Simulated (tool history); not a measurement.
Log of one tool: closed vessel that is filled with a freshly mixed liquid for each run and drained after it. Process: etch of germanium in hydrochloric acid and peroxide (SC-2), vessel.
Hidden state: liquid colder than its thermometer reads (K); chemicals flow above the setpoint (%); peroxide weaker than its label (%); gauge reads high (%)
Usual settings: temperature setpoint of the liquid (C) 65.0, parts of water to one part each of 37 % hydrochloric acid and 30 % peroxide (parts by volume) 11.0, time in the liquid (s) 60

run,hour,temperature setpoint of the liquid (C),parts of water to one part each of 37 % hydrochloric acid and 30 % peroxide (parts by volume),time in the liquid (s),wafers since the last listed run,hours since the thermometer was replaced,hours since the chemicals flow meter was replaced,hours since the drum of peroxide was connected,hours since the gauge calibration,"read-back film thickness of the germanium reference wafer, read on the same gauge (nm)",thickness taken off the germanium on a monitor wafer (Å)
1,0.0,65.0,11.0,60,0,912.1,250.4,62.2,479.8,79.34,2279.4
2,51.7,65.0,11.0,60,7107,963.8,302.1,113.9,531.5,79.24,2267.3
3,95.5,65.0,9.0,60,6021,1007.6,345.9,157.7,575.3,79.19,2297.9
4,147.1,65.0,9.0,60,7094,1059.2,397.5,209.3,626.9,79.17,2325.9
5,187.1,65.0,9.0,60,5499,1099.2,437.5,249.3,666.9,79.09,2317.3
6,259.2,65.0,11.0,45,9912,1171.3,509.6,321.4,739.0,78.93,1701.7
7,312.8,65.0,11.0,45,7369,1224.9,563.2,375.0,792.6,78.85,1693.8
8,403.1,65.0,11.0,45,12414,1315.2,653.5,465.3,882.9,78.63,1680.0
9,447.6,65.0,11.0,60,6118,1359.7,698.0,509.8,927.4,78.55,2254.7
10,521.1,65.0,11.0,60,10105,1433.2,771.5,583.3,1000.9,78.37,2239.0
# hour 547.3: new drum of peroxide connected
11,589.0,65.0,11.0,60,9197,1501.1,839.4,41.7,1068.8,78.22,2236.1
12,645.3,65.0,11.0,60,7740,1557.4,895.7,98.0,1125.1,78.05,2242.0
13,705.5,71.5,11.0,80,8276,1617.6,955.9,158.2,1185.3,77.85,3591.6
14,812.9,65.0,11.0,60,14765,1725.0,1063.3,265.6,1292.7,77.54,2223.6
# hour 848.7: thermometer replaced
15,883.0,57.0,9.5,60,9500,34.3,1133.4,335.7,1362.8,77.28,1779.5
16,970.0,65.0,14.0,50,11961,121.3,1220.4,422.7,1449.8,76.97,1774.1
17,1065.9,65.0,11.0,60,13184,217.2,1316.3,518.6,1545.7,76.64,2185.6

Run 18 comes next. What will it give?
18,1172.0,60.0,13.5,80,14587,323.3,1422.4,624.7,1651.8,?,?

read-back film thickness of the germanium reference wafer, read on the same gauge (nm): 76.14
thickness taken off the germanium on a monitor wafer (Å): 2435.9
Without the tool's hidden state the same run would have given thickness taken off the germanium on a monitor wafer (Å) 2557.7.

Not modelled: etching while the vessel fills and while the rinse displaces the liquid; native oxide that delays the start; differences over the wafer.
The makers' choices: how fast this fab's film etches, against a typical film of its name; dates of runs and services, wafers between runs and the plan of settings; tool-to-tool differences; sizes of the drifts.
